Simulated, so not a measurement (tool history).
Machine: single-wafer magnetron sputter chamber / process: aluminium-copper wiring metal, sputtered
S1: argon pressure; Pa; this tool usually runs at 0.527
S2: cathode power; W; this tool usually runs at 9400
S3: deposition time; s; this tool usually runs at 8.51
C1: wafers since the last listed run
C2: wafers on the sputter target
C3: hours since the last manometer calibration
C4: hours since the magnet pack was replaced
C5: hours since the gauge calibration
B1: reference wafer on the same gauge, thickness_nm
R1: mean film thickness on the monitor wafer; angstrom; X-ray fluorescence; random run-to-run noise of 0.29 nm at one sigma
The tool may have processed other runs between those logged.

Run 1, day 0: usual settings but S1 0.477 Pa, S3 8.98 s; C1 0; C2 15350; C3 1641.5; C4 2826.1; C5 1948.5; B1 128.042. Result: R1 1438.25 angstrom.
At day 3.125: sputter target and shields replaced.
Run 2, day 3.779: usual settings; C1 3201; C2 609; C3 1732.2; C4 2916.8; C5 2039.2; B1 128.046. Result: R1 1339.71 angstrom.
At day 6.529: capacitance manometer re-zeroed and calibrated.
Run 3, day 6.821: usual settings; C1 2516; C2 3125; C3 7; C4 2989.8; C5 2112.2; B1 128.025. Result: R1 1316.54 angstrom.
Run 4, day 11.092: usual settings; C1 3968; C2 7093; C3 109.5; C4 3092.3; C5 2214.7; B1 128.03. Result: R1 1312.6 angstrom.
Run 5, day 12.883: usual settings but S1 0.692 Pa; C1 1664; C2 8758; C3 152.5; C4 3135.3; C5 2257.7; B1 128.025. Result: R1 1188.01 angstrom.
Run 6, day 14.429: usual settings but S1 0.692 Pa; C1 1436; C2 10194; C3 189.6; C4 3172.4; C5 2294.8; B1 127.978. Result: R1 1186.44 angstrom.
Run 7, day 17.912: usual settings; C1 3236; C2 13431; C3 273.2; C4 3256; C5 2378.4; B1 128.003. Result: R1 1306.83 angstrom.
Run 8, day 21.621: usual settings; C1 3445; C2 16876; C3 362.2; C4 3345; C5 2467.4; B1 128.049. Result: R1 1304.16 angstrom.
Run 9, day 25.108: usual settings; C1 3240; C2 20116; C3 445.9; C4 3428.7; C5 2551.1; B1 127.992. Result: R1 1312.17 angstrom.
Run 10, day 26.942: usual settings; C1 1703; C2 21820; C3 489.9; C4 3472.7; C5 2595.1; B1 128.012. Result: R1 1309.97 angstrom.
At day 27.667: sputter target and shields replaced.
Run 11, day 32.283: usual settings; C1 4653; C2 4289; C3 618.1; C4 3600.9; C5 2723.3; B1 127.977. Result: R1 1318.24 angstrom.
Run 12, day 34.446: usual settings; C1 2009; C2 6298; C3 670; C4 3652.8; C5 2775.2; B1 127.959. Result: R1 1316.55 angstrom.
Run 13, day 36.967: usual settings; C1 2342; C2 8640; C3 730.5; C4 3713.3; C5 2835.7; B1 128. Result: R1 1318.3 angstrom.
At day 39.192: gauge calibrated.
At day 40.033: magnet pack replaced.
Run 14, day 40.329: usual settings; C1 2814; C2 11454; C3 811.2; C4 7.1; C5 27.3; B1 127.981. Result: R1 1314.36 angstrom.
Run 15, day 44.312: usual settings; C1 3700; C2 15155; C3 906.8; C4 102.7; C5 122.9; B1 127.97. Result: R1 1308.22 angstrom.
At day 46.579: sputter target and shields replaced.
Run 16, day 48.338: usual settings but S1 0.732 Pa, S2 10850 W, S3 6.99 s; C1 3429; C2 1635; C3 1003.4; C4 199.3; C5 219.5; B1 128.019. Result: R1 1131.12 angstrom.
Run 17, day 52.179: usual settings but S1 0.616 Pa, S3 9.7 s; C1 3569; C2 5204; C3 1095.6; C4 291.5; C5 311.7; B1 127.983. Result: R1 1446.18 angstrom.
Run 18, day 56.3: usual settings but S2 7350 W; C1 3828; C2 9033; C3 1194.5; C4 390.4; C5 410.6; B1 127.945. Result: R1 1039.43 angstrom.
Run 19, day 59.85: usual settings but S2 11450 W; C1 3298; C2 12331; C3 1279.7; C4 475.6; C5 495.8; B1 128.007. Result: R1 1612.29 angstrom.
Run 20, day 62.433: usual settings; C1 2400; C2 14731; C3 1341.7; C4 537.6; C5 557.8; B1 127.994. Result: R1 1319.45 angstrom.
At day 70.9: sputter target and shields replaced.
At day 71.212: capacitance manometer re-zeroed and calibrated.
Run 21, day 73.821: usual settings but S3 9.44 s; C1 9979; C2 2423; C3 62.6; C4 810.9; C5 831.1; B1 128.06. Result: R1 1477 angstrom.
Run 22, day 76.742: usual settings but S3 7.66 s; C1 2713; C2 5137; C3 132.7; C4 881; C5 901.2; B1 127.993. Result: R1 1184.8 angstrom.
Run 23, day 89.4: usual settings; C1 11760; C2 16897; C3 436.5; C4 1184.8; C5 1205; B1 127.98. Result: R1 1308.15 angstrom.
Run 24, day 92.754: usual settings but S1 0.705 Pa, S2 10300 W; C1 3116; C2 20014; C3 517; C4 1265.3; C5 1285.5; B1 128.024. Result: R1 1291.47 angstrom.
At day 93.192: sputter target and shields replaced.
Run 25, day 95.825: usual settings; C1 2543; C2 2448; C3 590.7; C4 1339; C5 1359.2; B1 127.975. Result: R1 1332.36 angstrom.
Run 26, day 98.779: usual settings but S1 0.426 Pa, S2 10200 W; C1 2744; C2 5192; C3 661.6; C4 1409.9; C5 1430.1; B1 128.043. Result: R1 1528.75 angstrom.
Run 27, day 102.975: usual settings but S1 0.337 Pa, S2 11300 W, S3 7.9 s; C1 3898; C2 9091; C3 762.3; C4 1510.6; C5 1530.8; B1 128.006. Result: R1 1650.39 angstrom.
Run 28, day 106.142: usual settings but S1 0.674 Pa, S2 10550 W, S3 7.53 s; C1 2942; C2 12033; C3 838.3; C4 1586.6; C5 1606.8; B1 127.973. Result: R1 1202.37 angstrom.
Run 29, day 109.388: usual settings but S1 0.629 Pa, S2 10600 W, S3 8.97 s; C1 3015; C2 15049; C3 916.2; C4 1664.5; C5 1684.7; B1 127.915. Result: R1 1468.86 angstrom.
Run 30, day 111.179: usual settings but S3 7.15 s; C1 1664; C2 16713; C3 959.2; C4 1707.5; C5 1727.7; B1 128.019. Result: R1 1103.98 angstrom.

State the hidden condition of the tool at each of the runs:
gauge reads high (%): 0 on each run
H1: deposition rate above that of a new target (%)
H2: true argon pressure above the setpoint (%)
run      H1       H2
  1   -2.57    -3.09
  2  -0.832    -3.12
  3   -1.71  -0.0759
  4   -2.47   -0.584
  5   -2.68   -0.773
  6   -2.83   -0.924
  7   -3.06    -1.23
  8   -3.22    -1.52
  9    -3.3    -1.75
 10   -3.34    -1.85
 11   -2.13    -2.13
 12   -2.51    -2.22
 13   -2.84    -2.32
 14   -3.14    -2.44
 15   -3.36    -2.56
 16  -0.619    -2.67
 17   -1.53    -2.75
 18   -2.11    -2.83
 19    -2.4    -2.88
 20   -2.54    -2.92
 21   -1.53   -0.764
 22   -2.16    -1.09
 23   -3.22    -2.12
 24   -3.31    -2.32
 25   -1.42    -2.48
 26   -2.08    -2.61
 27   -2.66    -2.77
 28   -2.92    -2.88
 29    -3.1    -2.97
 30   -3.17    -3.02

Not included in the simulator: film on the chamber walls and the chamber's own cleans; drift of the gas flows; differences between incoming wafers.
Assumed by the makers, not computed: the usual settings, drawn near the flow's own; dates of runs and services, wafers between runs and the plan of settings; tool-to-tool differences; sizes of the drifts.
